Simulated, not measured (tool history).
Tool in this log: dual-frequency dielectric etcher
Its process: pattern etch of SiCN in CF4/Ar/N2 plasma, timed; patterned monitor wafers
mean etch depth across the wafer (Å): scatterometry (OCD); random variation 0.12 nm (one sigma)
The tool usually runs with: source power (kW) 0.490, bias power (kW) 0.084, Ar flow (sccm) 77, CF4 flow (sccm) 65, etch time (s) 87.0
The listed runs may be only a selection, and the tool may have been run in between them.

run	hour	source power (kW)	bias power (kW)	Ar flow (sccm)	CF4 flow (sccm)	etch time (s)	read-back reference wafer on the same gauge, depth_nm	mean etch depth across the wafer (Å)
1	0.0	0.490	0.096	77	65	87.0	78	827
2	13.9	0.490	0.096	77	65	87.0	78	826
3	31.6	0.490	0.084	77	65	87.0	78	800
4	46.6	0.490	0.084	67	74	87.0	78	828
5	57.2	0.490	0.084	67	74	87.0	78	829
6	72.5	0.490	0.084	77	73	87.0	78	808
# hour 89.5: source power generator calibrated
# hour 95.7: CF4 flow controller replaced
# hour 99.3: bias power generator calibrated
7	99.8	0.490	0.084	77	73	87.0	78	810
8	104.2	0.490	0.084	77	73	87.0	78	809
9	119.2	0.490	0.099	77	50	63.5	78	602
# hour 129.0: Ar flow controller replaced
10	130.4	0.490	0.096	77	65	87.0	78	836
11	145.0	0.490	0.101	77	79	87.0	78	864
# hour 147.9: gauge calibrated
12	162.6	0.600	0.103	82	65	87.0	78	993
# hour 190.7: upper electrode replaced
# hour 199.3: wet clean of the chamber
13	209.2	0.490	0.084	92	65	75.5	78	650
14	225.6	0.490	0.084	77	65	87.0	78	776
15	233.5	0.490	0.084	93	65	108.0	78	932
16	243.6	0.490	0.073	84	56	87.0	78	729
17	255.0	0.490	0.084	77	65	87.0	78	777

Hidden state or all else? Some run-to-run changes of mean etch depth across the wafer (Å), split into what the settings, what came in and random variation would give without the hidden state, and what is left for the hidden state (with any gauge scatter that isn't in both results):
Hidden state present: etch rate over this chamber's usual, %; source power that arrives over what is set, %; bias power that arrives over what is set, %; Ar flow that arrives over what is set, %; CF4 flow that arrives over what is set, %; gauge reads high (%).
Run 12 -> 13: source power (kW) 0.600 -> 0.490, bias power (kW) 0.103 -> 0.084, Ar flow (sccm) 82 -> 92, etch time (s) 87.0 -> 75.5, upper electrode replaced, wet clean of the chamber. mean etch depth across the wafer (Å) -343: hidden state -36, all else -307.
